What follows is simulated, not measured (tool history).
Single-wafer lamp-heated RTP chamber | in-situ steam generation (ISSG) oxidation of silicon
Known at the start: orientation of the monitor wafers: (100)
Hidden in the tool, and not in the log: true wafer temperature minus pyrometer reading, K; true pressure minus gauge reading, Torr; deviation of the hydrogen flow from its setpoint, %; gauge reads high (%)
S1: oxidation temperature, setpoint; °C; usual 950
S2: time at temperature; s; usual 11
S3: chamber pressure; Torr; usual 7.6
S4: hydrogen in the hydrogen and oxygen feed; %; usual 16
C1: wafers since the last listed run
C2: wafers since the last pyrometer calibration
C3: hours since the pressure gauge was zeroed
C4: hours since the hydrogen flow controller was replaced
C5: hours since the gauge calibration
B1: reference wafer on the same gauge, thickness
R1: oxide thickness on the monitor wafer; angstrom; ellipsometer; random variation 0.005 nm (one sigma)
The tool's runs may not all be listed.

run 1 hour=0.0 | S1=950 S2=11 S3=7.6 S4=16 | C1=0 C2=5123 C3=2653.7 C4=5924.9 C5=93.4 | B1=2.890 | R1=33.77
run 2 hour=6.3 | S1=950 S2=11 S3=7.6 S4=16 | C1=61 C2=5185 C3=2660.0 C4=5931.2 C5=99.7 | B1=2.890 | R1=33.99
run 3 hour=18.2 | S1=950 S2=11 S3=7.6 S4=16 | C1=116 C2=5301 C3=2671.9 C4=5943.1 C5=111.6 | B1=2.890 | R1=33.91
run 4 hour=30.6 | S1=950 S2=10 S3=7.6 S4=16 | C1=121 C2=5422 C3=2684.3 C4=5955.5 C5=124.0 | B1=2.891 | R1=32.69
run 5 hour=37.5 | S1=950 S2=10 S3=7.6 S4=16 | C1=67 C2=5490 C3=2691.2 C4=5962.4 C5=130.9 | B1=2.890 | R1=32.67
run 6 hour=51.8 | S1=950 S2=10 S3=7.6 S4=16 | C1=139 C2=5630 C3=2705.5 C4=5976.7 C5=145.2 | B1=2.891 | R1=32.69
-- hour=60.8 pressure gauge zeroed
run 7 hour=62.2 | S1=950 S2=11 S3=7.6 S4=16 | C1=23 C2=5653 C3=1.4 C4=5987.1 C5=155.6 | B1=2.890 | R1=33.92
run 8 hour=79.8 | S1=950 S2=11 S3=8.2 S4=22 | C1=172 C2=5825 C3=19.0 C4=6004.7 C5=173.2 | B1=2.890 | R1=36.70

Forecast run 9:
-- hour=86.7 gauge calibrated
run 9 hour=91.9 | S1=950 S2=11 S3=7.2 S4=16 | C1=118 C2=5944 C3=31.1 C4=6016.8 C5=5.2 | B1=? | R1=?

{"run 9": {"B1": 2.889, "R1": 33.8}}
Without the tool's hidden state the same run would have given R1 32.92 angstrom.
